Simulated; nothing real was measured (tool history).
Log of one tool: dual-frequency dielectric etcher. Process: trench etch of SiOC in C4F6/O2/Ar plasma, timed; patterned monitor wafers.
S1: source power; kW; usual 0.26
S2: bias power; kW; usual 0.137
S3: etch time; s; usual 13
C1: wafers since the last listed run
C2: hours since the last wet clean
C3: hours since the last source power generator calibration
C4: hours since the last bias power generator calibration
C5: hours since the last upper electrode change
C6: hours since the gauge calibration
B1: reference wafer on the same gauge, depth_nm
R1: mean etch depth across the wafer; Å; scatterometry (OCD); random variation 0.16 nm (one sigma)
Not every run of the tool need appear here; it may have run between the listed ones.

run,hour,S1,S2,S3,C1,C2,C3,C4,C5,C6,B1,R1
1,0,0.26,0.137,13,0,52.7,3931.7,1115.2,3063.5,421.8,22.92,231.7
2,33.2,0.26,0.137,13,325,85.9,3964.9,1148.4,3096.7,455,22.9,228.4
3,85.3,0.26,0.162,15.5,510,138,4017,1200.5,3148.8,507.1,22.94,289.2
4,148.8,0.26,0.162,15.5,622,201.5,4080.5,1264,3212.3,570.6,22.94,288.1
5,213.3,0.26,0.144,13,631,266,4145,1328.5,3276.8,635.1,22.92,231
# hour 285: source power generator calibrated
# hour 320.3: gauge calibrated
# hour 332.5: bias power generator calibrated
6,376.6,0.26,0.144,13,1521,429.3,91.6,44.1,3440.1,56.3,22.87,234.1
7,413.1,0.26,0.137,13,357,465.8,128.1,80.6,3476.6,92.8,22.89,229.3
# hour 461.8: wet clean of the chamber
# hour 473.1: upper electrode replaced
8,473.6,0.26,0.137,13,246,11.8,188.6,141.1,0.5,153.3,22.89,230.9
9,563.5,0.31,0.114,13,880,101.7,278.5,231,90.4,243.2,22.89,230.1
10,593.7,0.26,0.153,13,295,131.9,308.7,261.2,120.6,273.4,22.89,237.3
11,647.3,0.26,0.137,13,525,185.5,362.3,314.8,174.2,327,22.9,227.5
12,694.1,0.22,0.155,14,458,232.3,409.1,361.6,221,373.8,22.87,243.6
13,718.4,0.29,0.16,15.5,238,256.6,433.4,385.9,245.3,398.1,22.91,300.2
14,746.3,0.28,0.108,9,273,284.5,461.3,413.8,273.2,426,22.9,149.7
15,783.5,0.2,0.121,13,364,321.7,498.5,451,310.4,463.2,22.88,198.2
16,813,0.24,0.124,16.5,289,351.2,528,480.5,339.9,492.7,22.91,271

Branching from run 16: 5 alternative next runs. What would each branch give?
A,813.4,0.26,0.137,13,3,351.6,528.4,480.9,340.3,493.1,?,?
B,813.4,0.29,0.137,11,3,351.6,528.4,480.9,340.3,493.1,?,?
C,813.4,0.24,0.167,10,3,351.6,528.4,480.9,340.3,493.1,?,?
D,813.4,0.26,0.137,14.5,3,351.6,528.4,480.9,340.3,493.1,?,?
E,813.4,0.24,0.169,13,3,351.6,528.4,480.9,340.3,493.1,?,?

run,B1,R1
A,22.92,226.9
B,22.92,200.2
C,22.92,182.1
D,22.92,253.1
E,22.92,237.7
Take away the tool's hidden state, keep each run's random variation, and the runs would have read:
run,R1
A,226.9
B,200.2
C,182.1
D,253.1
E,237.7

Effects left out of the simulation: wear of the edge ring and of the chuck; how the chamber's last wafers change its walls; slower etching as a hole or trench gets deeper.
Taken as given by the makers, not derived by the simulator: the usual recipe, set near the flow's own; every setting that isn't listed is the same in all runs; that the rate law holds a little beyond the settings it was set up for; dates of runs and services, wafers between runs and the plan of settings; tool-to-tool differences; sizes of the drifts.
